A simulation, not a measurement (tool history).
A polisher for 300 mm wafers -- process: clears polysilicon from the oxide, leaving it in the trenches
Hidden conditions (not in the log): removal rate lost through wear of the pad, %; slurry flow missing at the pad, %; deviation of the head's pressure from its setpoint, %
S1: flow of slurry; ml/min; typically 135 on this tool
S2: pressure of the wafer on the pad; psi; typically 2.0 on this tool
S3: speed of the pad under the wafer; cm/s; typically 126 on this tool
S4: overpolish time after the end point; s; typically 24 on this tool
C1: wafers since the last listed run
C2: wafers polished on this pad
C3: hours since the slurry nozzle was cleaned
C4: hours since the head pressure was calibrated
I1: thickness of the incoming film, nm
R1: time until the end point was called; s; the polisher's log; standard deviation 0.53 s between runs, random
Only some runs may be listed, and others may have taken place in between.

run 1 day=0.000 | S1=135 S2=2.0 S3=126 S4=19 | C1=0 C2=656 C3=502.7 C4=38.7 | I1=375.0 | R1=33.0
-- day=0.808 worn pad replaced by a new one
run 2 day=0.829 | S1=135 S2=2.0 S3=126 S4=19 | C1=141 C2=4 C3=522.6 C4=58.6 | I1=377.1 | R1=30.3
run 3 day=1.271 | S1=135 S2=2.0 S3=126 S4=19 | C1=94 C2=98 C3=533.2 C4=69.2 | I1=373.7 | R1=30.7
run 4 day=2.729 | S1=135 S2=2.0 S3=126 S4=24 | C1=311 C2=410 C3=568.2 C4=104.2 | I1=379.4 | R1=31.1
run 5 day=4.158 | S1=135 S2=2.0 S3=126 S4=24 | C1=305 C2=716 C3=602.5 C4=138.5 | I1=378.4 | R1=34.5
run 6 day=4.762 | S1=135 S2=2.0 S3=126 S4=24 | C1=129 C2=845 C3=617.0 C4=153.0 | I1=385.8 | R1=36.1
-- day=5.112 worn pad replaced by a new one
run 7 day=5.288 | S1=135 S2=1.5 S3=126 S4=24 | C1=76 C2=37 C3=629.6 C4=165.6 | I1=379.0 | R1=40.9
run 8 day=6.050 | S1=90 S2=2.0 S3=126 S4=24 | C1=163 C2=200 C3=647.9 C4=183.9 | I1=379.9 | R1=34.6
-- day=6.508 slurry nozzle cleaned
run 9 day=7.017 | S1=155 S2=2.5 S3=148 S4=24 | C1=197 C2=398 C3=12.2 C4=207.1 | I1=379.4 | R1=21.1
run 10 day=8.112 | S1=145 S2=1.7 S3=94 S4=28 | C1=234 C2=632 C3=38.5 C4=233.4 | I1=384.8 | R1=52.7
-- day=8.929 worn pad replaced by a new one
run 11 day=9.092 | S1=90 S2=2.0 S3=126 S4=24 | C1=173 C2=34 C3=62.0 C4=256.9 | I1=381.0 | R1=34.8
run 12 day=10.342 | S1=180 S2=1.6 S3=146 S4=19 | C1=267 C2=301 C3=92.0 C4=286.9 | I1=386.8 | R1=32.6
run 13 day=11.542 | S1=135 S2=2.0 S3=98 S4=24 | C1=256 C2=558 C3=120.8 C4=315.7 | I1=376.1 | R1=43.7
-- day=12.533 head pressure recalibrated
-- day=12.746 worn pad replaced by a new one
run 14 day=15.175 | S1=150 S2=2.0 S3=126 S4=24 | C1=723 C2=519 C3=208.0 C4=63.4 | I1=375.0 | R1=32.0
run 15 day=15.750 | S1=135 S2=2.6 S3=152 S4=24 | C1=122 C2=642 C3=221.8 C4=77.2 | I1=380.3 | R1=20.9

Each row is a separate what-if for the run after 15, all from the same tool condition, not one after another. Results?
run A day=15.767 | S1=135 S2=2.0 S3=126 S4=36 | C1=3 C2=645 C3=222.2 C4=77.6 | I1=374.3 | R1=?
run B day=15.767 | S1=135 S2=1.6 S3=126 S4=24 | C1=3 C2=645 C3=222.2 C4=77.6 | I1=374.3 | R1=?
run C day=15.767 | S1=135 S2=2.3 S3=152 S4=24 | C1=3 C2=645 C3=222.2 C4=77.6 | I1=374.3 | R1=?
run D day=15.767 | S1=135 S2=1.8 S3=126 S4=24 | C1=3 C2=645 C3=222.2 C4=77.6 | I1=374.3 | R1=?

run=A R1=32.1
run=B R1=40.2
run=C R1=23.2
run=D R1=35.7
Stripped of hidden state, with their random variation kept, the same runs would have yielded:
run=A R1=29.9
run=B R1=37.3
run=C R1=21.5
run=D R1=33.2

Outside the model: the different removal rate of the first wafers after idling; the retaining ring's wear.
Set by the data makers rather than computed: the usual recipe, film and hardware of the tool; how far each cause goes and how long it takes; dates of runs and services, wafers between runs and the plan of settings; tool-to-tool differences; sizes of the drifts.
